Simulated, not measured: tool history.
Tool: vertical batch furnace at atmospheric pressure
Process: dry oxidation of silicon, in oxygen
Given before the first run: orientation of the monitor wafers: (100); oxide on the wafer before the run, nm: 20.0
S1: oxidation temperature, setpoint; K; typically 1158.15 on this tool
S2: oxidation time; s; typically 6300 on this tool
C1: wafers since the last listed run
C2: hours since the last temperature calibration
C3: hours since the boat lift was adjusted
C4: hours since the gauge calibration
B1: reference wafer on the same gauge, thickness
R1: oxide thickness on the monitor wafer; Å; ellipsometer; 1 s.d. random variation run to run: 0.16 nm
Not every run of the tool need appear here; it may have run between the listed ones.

Run 1, hour 0: usual settings; C1 0; C2 1788.7; C3 1402.1; C4 677; B1 39.03. Result: R1 324.5 Å.
Run 2, hour 28.4: usual settings; C1 362; C2 1817.1; C3 1430.5; C4 705.4; B1 38.96. Result: R1 327.1 Å.
Run 3, hour 66.6: usual settings; C1 487; C2 1855.3; C3 1468.7; C4 743.6; B1 39. Result: R1 324.4 Å.
Run 4, hour 99: usual settings but S1 1145.15 K, S2 5160 s; C1 413; C2 1887.7; C3 1501.1; C4 776; B1 38.99. Result: R1 284.7 Å.
Run 5, hour 163.9: usual settings but S1 1145.15 K, S2 5160 s; C1 827; C2 1952.6; C3 1566; C4 840.9; B1 38.96. Result: R1 284.4 Å.
Run 6, hour 195.1: usual settings but S1 1145.15 K, S2 5160 s; C1 397; C2 1983.8; C3 1597.2; C4 872.1; B1 39.01. Result: R1 286.6 Å.
Run 7, hour 250.3: usual settings; C1 703; C2 2039; C3 1652.4; C4 927.3; B1 39.01. Result: R1 327.1 Å.
Run 8, hour 297.7: usual settings; C1 604; C2 2086.4; C3 1699.8; C4 974.7; B1 38.98. Result: R1 325.8 Å.
Run 9, hour 332.4: usual settings; C1 442; C2 2121.1; C3 1734.5; C4 1009.4; B1 38.94. Result: R1 326.4 Å.
Run 10, hour 453.1: usual settings; C1 1539; C2 2241.8; C3 1855.2; C4 1130.1; B1 39. Result: R1 325.4 Å.
Run 11, hour 502.4: usual settings; C1 628; C2 2291.1; C3 1904.5; C4 1179.4; B1 39.03. Result: R1 327.3 Å.
Run 12, hour 541.9: usual settings; C1 503; C2 2330.6; C3 1944; C4 1218.9; B1 38.98. Result: R1 324.1 Å.
Run 13, hour 586.7: usual settings; C1 571; C2 2375.4; C3 1988.8; C4 1263.7; B1 38.98. Result: R1 324.1 Å.
Run 14, hour 649.1: usual settings but S1 1153.15 K; C1 795; C2 2437.8; C3 2051.2; C4 1326.1; B1 38.98. Result: R1 314.9 Å.
Run 15, hour 710.2: usual settings; C1 779; C2 2498.9; C3 2112.3; C4 1387.2; B1 38.96. Result: R1 327 Å.
Run 16, hour 754.6: usual settings; C1 566; C2 2543.3; C3 2156.7; C4 1431.6; B1 39.02. Result: R1 324.9 Å.
Run 17, hour 785.8: usual settings; C1 397; C2 2574.5; C3 2187.9; C4 1462.8; B1 38.97. Result: R1 323.5 Å.
Run 18, hour 848.1: usual settings; C1 794; C2 2636.8; C3 2250.2; C4 1525.1; B1 38.96. Result: R1 320.1 Å.
Run 19, hour 906.2: usual settings; C1 740; C2 2694.9; C3 2308.3; C4 1583.2; B1 39.02. Result: R1 321.2 Å.
Run 20, hour 940.8: usual settings but S1 1168.15 K, S2 7770 s; C1 441; C2 2729.5; C3 2342.9; C4 1617.8; B1 39.04. Result: R1 376.2 Å.
Run 21, hour 1011.4: usual settings but S2 9180 s; C1 900; C2 2800.1; C3 2413.5; C4 1688.4; B1 38.99. Result: R1 373.6 Å.
At hour 1053: gauge calibrated.
Run 22, hour 1066.9: usual settings but S1 1143.15 K, S2 5460 s; C1 707; C2 2855.6; C3 2469; C4 13.9; B1 39. Result: R1 283.2 Å.
Run 23, hour 1206.4: usual settings; C1 1779; C2 2995.1; C3 2608.5; C4 153.4; B1 39. Result: R1 324 Å.
Run 24, hour 1233.3: usual settings; C1 343; C2 3022; C3 2635.4; C4 180.3; B1 39. Result: R1 322.8 Å.
At hour 1267.7: boat lift adjusted.
Run 25, hour 1268.2: usual settings but S2 8790 s; C1 139; C2 3056.9; C3 0.5; C4 215.2; B1 38.96. Result: R1 375.2 Å.
Run 26, hour 1322.6: usual settings but S1 1140.15 K, S2 5340 s; C1 693; C2 3111.3; C3 54.9; C4 269.6; B1 38.97. Result: R1 276.9 Å.
Run 27, hour 1389.7: usual settings but S1 1167.15 K, S2 7260 s; C1 855; C2 3178.4; C3 122; C4 336.7; B1 39.03. Result: R1 367.4 Å.
Run 28, hour 1423.6: usual settings but S1 1145.15 K, S2 5160 s; C1 432; C2 3212.3; C3 155.9; C4 370.6; B1 38.99. Result: R1 284 Å.
At hour 1491.1: thermocouples replaced and temperature profile calibrated.
Run 29, hour 1494.6: usual settings but S2 4920 s; C1 599; C2 3.5; C3 226.9; C4 441.6; B1 39.04. Result: R1 298.5 Å.
Run 30, hour 1550.9: usual settings; C1 717; C2 59.8; C3 283.2; C4 497.9; B1 38.95. Result: R1 327.5 Å.
Run 31, hour 1607.1: usual settings but S2 7140 s; C1 716; C2 116; C3 339.4; C4 554.1; B1 38.98. Result: R1 344.2 Å.
Run 32, hour 1654.3: usual settings but S1 1134.15 K, S2 8040 s; C1 601; C2 163.2; C3 386.6; C4 601.3; B1 38.95. Result: R1 306.3 Å.
Run 33, hour 1691.4: usual settings but S1 1145.15 K, S2 7890 s; C1 473; C2 200.3; C3 423.7; C4 638.4; B1 39. Result: R1 329.8 Å.
Run 34, hour 1742.3: usual settings; C1 649; C2 251.2; C3 474.6; C4 689.3; B1 38.99. Result: R1 326.4 Å.
Run 35, hour 1796: usual settings; C1 684; C2 304.9; C3 528.3; C4 743; B1 38.99. Result: R1 325 Å.
Run 36, hour 1851.9: usual settings but S1 1151.15 K, S2 8040 s; C1 712; C2 360.8; C3 584.2; C4 798.9; B1 39.02. Result: R1 345.1 Å.
Run 37, hour 1897.3: usual settings but S1 1177.15 K, S2 3630 s; C1 578; C2 406.2; C3 629.6; C4 844.3; B1 39.03. Result: R1 298.7 Å.
Run 38, hour 1938.2: usual settings but S2 7860 s; C1 521; C2 447.1; C3 670.5; C4 885.2; B1 38.96. Result: R1 354.4 Å.
Run 39, hour 1975.7: usual settings but S2 7770 s; C1 478; C2 484.6; C3 708; C4 922.7; B1 39. Result: R1 355.6 Å.
Run 40, hour 2030.4: usual settings; C1 697; C2 539.3; C3 762.7; C4 977.4; B1 39.04. Result: R1 326.5 Å.

The tool's hidden state at each run:
true tube temperature minus thermocouple reading, K: 0 at every run
gauge reads high (%): 0 at every run
H1: monitor wafer colder than the profiled boat position, K
run     H1
  1   1.06
  2    1.1
  3   1.15
  4    1.2
  5   1.29
  6   1.34
  7   1.42
  8   1.49
  9   1.55
 10   1.75
 11   1.84
 12   1.91
 13   1.99
 14   2.11
 15   2.23
 16   2.32
 17   2.38
 18   2.51
 19   2.63
 20   2.71
 21   2.87
 22   2.99
 23   3.32
 24   3.39
 25  0.681
 26  0.683
 27  0.688
 28  0.692
 29  0.705
 30  0.719
 31  0.735
 32  0.751
 33  0.765
 34  0.786
 35  0.812
 36  0.841
 37  0.866
 38  0.891
 39  0.915
 40  0.953

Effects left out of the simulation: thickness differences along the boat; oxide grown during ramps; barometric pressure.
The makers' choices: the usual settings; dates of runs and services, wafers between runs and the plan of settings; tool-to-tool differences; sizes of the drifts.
